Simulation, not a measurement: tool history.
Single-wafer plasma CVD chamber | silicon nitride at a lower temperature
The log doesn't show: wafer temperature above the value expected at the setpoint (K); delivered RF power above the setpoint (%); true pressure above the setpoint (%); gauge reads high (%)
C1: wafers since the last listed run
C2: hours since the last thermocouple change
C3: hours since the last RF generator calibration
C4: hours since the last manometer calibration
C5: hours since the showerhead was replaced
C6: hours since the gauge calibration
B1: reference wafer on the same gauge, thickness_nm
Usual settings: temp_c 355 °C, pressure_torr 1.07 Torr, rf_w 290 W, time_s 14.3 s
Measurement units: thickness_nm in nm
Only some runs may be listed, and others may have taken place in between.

run 1 hour=0 | temp_c=345 pressure_torr=1.07 rf_w=290 time_s=14.3 | C1=0 C2=1001.5 C3=1349.9 C4=1969.5 C5=2185.5 C6=377.7 | B1=16.503 | thickness_nm=14.967
run 2 hour=16.1 | temp_c=351 pressure_torr=1.07 rf_w=290 time_s=14.3 | C1=550 C2=1017.6 C3=1366 C4=1985.6 C5=2201.6 C6=393.8 | B1=16.503 | thickness_nm=14.973
-- hour=30.2 RF generator calibrated
-- hour=35.7 capacitance manometer re-zeroed and calibrated
run 3 hour=36.2 | temp_c=351 pressure_torr=1.07 rf_w=290 time_s=14.3 | C1=226 C2=1037.7 C3=6 C4=0.5 C5=2221.7 C6=413.9 | B1=16.5 | thickness_nm=15.411
run 4 hour=41.8 | temp_c=355 pressure_torr=0.9 rf_w=290 time_s=14.3 | C1=191 C2=1043.3 C3=11.6 C4=6.1 C5=2227.3 C6=419.5 | B1=16.498 | thickness_nm=14.272
run 5 hour=55.3 | temp_c=360 pressure_torr=1.07 rf_w=315 time_s=14.3 | C1=461 C2=1056.8 C3=25.1 C4=19.6 C5=2240.8 C6=433 | B1=16.5 | thickness_nm=15.859
run 6 hour=68.2 | temp_c=360 pressure_torr=1.07 rf_w=315 time_s=14.3 | C1=440 C2=1069.7 C3=38 C4=32.5 C5=2253.7 C6=445.9 | B1=16.503 | thickness_nm=15.844
-- hour=74.9 gauge calibrated
run 7 hour=80.4 | temp_c=355 pressure_torr=1.07 rf_w=290 time_s=14.3 | C1=416 C2=1081.9 C3=50.2 C4=44.7 C5=2265.9 C6=5.5 | B1=16.505 | thickness_nm=15.347
run 8 hour=91.8 | temp_c=355 pressure_torr=1.07 rf_w=290 time_s=14.3 | C1=389 C2=1093.3 C3=61.6 C4=56.1 C5=2277.3 C6=16.9 | B1=16.501 | thickness_nm=15.341
run 9 hour=100.2 | temp_c=355 pressure_torr=1.07 rf_w=290 time_s=14.3 | C1=286 C2=1101.7 C3=70 C4=64.5 C5=2285.7 C6=25.3 | B1=16.496 | thickness_nm=15.369
run 10 hour=113.9 | temp_c=355 pressure_torr=1.07 rf_w=290 time_s=14.3 | C1=468 C2=1115.4 C3=83.7 C4=78.2 C5=2299.4 C6=39 | B1=16.502 | thickness_nm=15.359
run 11 hour=120.4 | temp_c=355 pressure_torr=1.07 rf_w=290 time_s=14.3 | C1=222 C2=1121.9 C3=90.2 C4=84.7 C5=2305.9 C6=45.5 | B1=16.499 | thickness_nm=15.27
run 12 hour=134.2 | temp_c=345 pressure_torr=0.92 rf_w=270 time_s=16.6 | C1=471 C2=1135.7 C3=104 C4=98.5 C5=2319.7 C6=59.3 | B1=16.497 | thickness_nm=16.352
run 13 hour=142.8 | temp_c=355 pressure_torr=1.2 rf_w=290 time_s=14.3 | C1=293 C2=1144.3 C3=112.6 C4=107.1 C5=2328.3 C6=67.9 | B1=16.502 | thickness_nm=16.039
run 14 hour=154.9 | temp_c=355 pressure_torr=0.83 rf_w=290 time_s=16.7 | C1=413 C2=1156.4 C3=124.7 C4=119.2 C5=2340.4 C6=80 | B1=16.503 | thickness_nm=16.158
run 15 hour=169.5 | temp_c=369 pressure_torr=1.07 rf_w=250 time_s=15.2 | C1=498 C2=1171 C3=139.3 C4=133.8 C5=2355 C6=94.6 | B1=16.503 | thickness_nm=15.32
run 16 hour=178.5 | temp_c=342 pressure_torr=1.07 rf_w=290 time_s=16.3 | C1=307 C2=1180 C3=148.3 C4=142.8 C5=2364 C6=103.6 | B1=16.5 | thickness_nm=17.592
run 17 hour=190.8 | temp_c=349 pressure_torr=1.07 rf_w=270 time_s=14.3 | C1=420 C2=1192.3 C3=160.6 C4=155.1 C5=2376.3 C6=115.9 | B1=16.5 | thickness_nm=14.944
run 18 hour=208.8 | temp_c=355 pressure_torr=1.19 rf_w=290 time_s=14.3 | C1=614 C2=1210.3 C3=178.6 C4=173.1 C5=2394.3 C6=133.9 | B1=16.499 | thickness_nm=15.902
run 19 hour=218 | temp_c=355 pressure_torr=1.07 rf_w=290 time_s=14.3 | C1=314 C2=1219.5 C3=187.8 C4=182.3 C5=2403.5 C6=143.1 | B1=16.495 | thickness_nm=15.36
-- hour=229.3 showerhead replaced, of another model than before
-- hour=236.7 thermocouple changed; heater temperature recalibrated
run 20 hour=237.2 | temp_c=349 pressure_torr=0.86 rf_w=325 time_s=16.7 | C1=130 C2=0.5 C3=207 C4=201.5 C5=7.9 C6=162.3 | B1=16.501 | thickness_nm=16.481
run 21 hour=245.9 | temp_c=361 pressure_torr=1.27 rf_w=290 time_s=15.2 | C1=297 C2=9.2 C3=215.7 C4=210.2 C5=16.6 C6=171 | B1=16.493 | thickness_nm=17.736
run 22 hour=259.8 | temp_c=355 pressure_torr=1.07 rf_w=290 time_s=14.3 | C1=474 C2=23.1 C3=229.6 C4=224.1 C5=30.5 C6=184.9 | B1=16.503 | thickness_nm=15.33
run 23 hour=273.8 | temp_c=349 pressure_torr=1.07 rf_w=305 time_s=16.2 | C1=478 C2=37.1 C3=243.6 C4=238.1 C5=44.5 C6=198.9 | B1=16.503 | thickness_nm=17.993
run 24 hour=283.9 | temp_c=355 pressure_torr=1.07 rf_w=290 time_s=14.3 | C1=345 C2=47.2 C3=253.7 C4=248.2 C5=54.6 C6=209 | B1=16.503 | thickness_nm=15.349
run 25 hour=297.8 | temp_c=355 pressure_torr=1.07 rf_w=290 time_s=14.3 | C1=474 C2=61.1 C3=267.6 C4=262.1 C5=68.5 C6=222.9 | B1=16.507 | thickness_nm=15.317
run 26 hour=303.9 | temp_c=355 pressure_torr=0.9 rf_w=345 time_s=14.3 | C1=208 C2=67.2 C3=273.7 C4=268.2 C5=74.6 C6=229 | B1=16.499 | thickness_nm=15.314
run 27 hour=321.9 | temp_c=349 pressure_torr=1.2 rf_w=290 time_s=14.3 | C1=614 C2=85.2 C3=291.7 C4=286.2 C5=92.6 C6=247 | B1=16.5 | thickness_nm=16.285
run 28 hour=337 | temp_c=360 pressure_torr=1.17 rf_w=250 time_s=12.7 | C1=515 C2=100.3 C3=306.8 C4=301.3 C5=107.7 C6=262.1 | B1=16.505 | thickness_nm=12.869
run 29 hour=352.9 | temp_c=355 pressure_torr=1.07 rf_w=290 time_s=14.3 | C1=543 C2=116.2 C3=322.7 C4=317.2 C5=123.6 C6=278 | B1=16.506 | thickness_nm=15.277

Alternative continuations, all from the tool just after run 29; predict every row:
run A hour=353.3 | temp_c=355 pressure_torr=1.07 rf_w=290 time_s=14.3 | C1=13 C2=116.6 C3=323.1 C4=317.6 C5=124 C6=278.4 | B1=? | thickness_nm=?
run B hour=353.3 | temp_c=355 pressure_torr=0.88 rf_w=335 time_s=15.7 | C1=13 C2=116.6 C3=323.1 C4=317.6 C5=124 C6=278.4 | B1=? | thickness_nm=?
run C hour=353.3 | temp_c=370 pressure_torr=0.84 rf_w=290 time_s=14.3 | C1=13 C2=116.6 C3=323.1 C4=317.6 C5=124 C6=278.4 | B1=? | thickness_nm=?

run=A B1=16.502 thickness_nm=15.314
run=B B1=16.502 thickness_nm=16.14
run=C B1=16.502 thickness_nm=12.732
Take away the tool's hidden state, keep each run's random variation, and the runs would have read:
run=A thickness_nm=15.37
run=B thickness_nm=16.216
run=C thickness_nm=12.792
